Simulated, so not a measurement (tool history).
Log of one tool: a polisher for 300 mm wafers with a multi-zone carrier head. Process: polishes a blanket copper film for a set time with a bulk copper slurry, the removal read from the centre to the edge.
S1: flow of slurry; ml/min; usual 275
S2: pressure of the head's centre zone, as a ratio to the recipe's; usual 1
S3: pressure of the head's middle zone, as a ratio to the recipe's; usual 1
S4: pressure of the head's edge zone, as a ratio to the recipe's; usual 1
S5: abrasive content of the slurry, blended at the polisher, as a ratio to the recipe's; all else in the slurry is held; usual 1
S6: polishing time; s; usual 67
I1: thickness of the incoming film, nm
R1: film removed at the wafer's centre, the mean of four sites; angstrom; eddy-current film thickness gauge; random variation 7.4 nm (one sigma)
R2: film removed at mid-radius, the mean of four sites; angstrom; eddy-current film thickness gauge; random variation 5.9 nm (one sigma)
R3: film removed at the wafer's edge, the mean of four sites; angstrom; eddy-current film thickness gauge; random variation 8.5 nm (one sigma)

run 1 hour=0 | S1=275 S2=1 S3=1 S4=1 S5=1 S6=67 | I1=4343.6 | R1=7130 R2=7111 R3=6846
run 2 hour=91.5 | S1=275 S2=1 S3=1 S4=1 S5=1 S6=67 | I1=4258.7 | R1=7010 R2=7001 R3=6765
-- hour=161.8 worn pad replaced by a new one
run 3 hour=174.4 | S1=275 S2=1 S3=1 S4=1 S5=1 S6=67 | I1=4416.3 | R1=7079 R2=6963 R3=6955
run 4 hour=242.9 | S1=275 S2=1 S3=1 S4=1 S5=0.9 S6=67 | I1=4355.4 | R1=6927 R2=6668 R3=6603
run 5 hour=280 | S1=275 S2=1 S3=1 S4=1 S5=0.9 S6=67 | I1=4354 | R1=6633 R2=6659 R3=6551
run 6 hour=317.7 | S1=275 S2=1 S3=0.95 S4=1 S5=1 S6=67 | I1=4317.1 | R1=6867 R2=6630 R3=6802
run 7 hour=359.2 | S1=275 S2=1 S3=0.95 S4=1 S5=1 S6=67 | I1=4370.5 | R1=6877 R2=6646 R3=6877
-- hour=367.4 slurry nozzle cleaned
-- hour=396.9 worn pad replaced by a new one
-- hour=424.9 edge zone pressure recalibrated
-- hour=474.3 carrier head's membrane replaced by a new one
run 8 hour=494.6 | S1=275 S2=1 S3=0.88 S4=1 S5=1 S6=67 | I1=4369.2 | R1=7527 R2=6708 R3=7086
-- hour=607.2 worn pad replaced by a new one
-- hour=640.8 centre zone pressure recalibrated
run 9 hour=718 | S1=275 S2=1 S3=1 S4=1 S5=1 S6=67 | I1=4373.8 | R1=7046 R2=7272 R3=6910
run 10 hour=810.4 | S1=275 S2=1 S3=1 S4=1.06 S5=1 S6=67 | I1=4341.5 | R1=6928 R2=7093 R3=7166
-- hour=851.7 worn pad replaced by a new one
run 11 hour=854.4 | S1=275 S2=1 S3=1 S4=1 S5=1 S6=67 | I1=4312.1 | R1=6996 R2=7084 R3=6895
run 12 hour=938 | S1=275 S2=0.9 S3=1 S4=1 S5=1 S6=56 | I1=4301 | R1=5294 R2=5918 R3=5803
run 13 hour=1026.3 | S1=205 S2=1 S3=1 S4=1 S5=0.85 S6=67 | I1=4288.1 | R1=6221 R2=6350 R3=6372
-- hour=1075.7 worn pad replaced by a new one
run 14 hour=1076.2 | S1=275 S2=1.04 S3=1 S4=1 S5=1 S6=67 | I1=4297.2 | R1=7170 R2=6958 R3=6874

3 ways to go on from here, each from the tool as it stands after run 14. What would each give?
run A hour=1076.6 | S1=275 S2=1 S3=1 S4=1 S5=1 S6=83 | I1=4254.3 | R1=? R2=? R3=?
run B hour=1076.6 | S1=275 S2=1.1 S3=1 S4=1 S5=1.2 S6=81 | I1=4254.3 | R1=? R2=? R3=?
run C hour=1076.6 | S1=275 S2=1 S3=1 S4=0.92 S5=1 S6=67 | I1=4254.3 | R1=? R2=? R3=?

run=A R1=8535 R2=8552 R3=8359
run=B R1=9647 R2=8782 R3=8588
run=C R1=6890 R2=6904 R3=6487
Without the tool's hidden state the same runs would have given:
run=A R1=8797 R2=9030 R3=8704
run=B R1=9945 R2=9273 R3=8943
run=C R1=7101 R2=7290 R3=6754
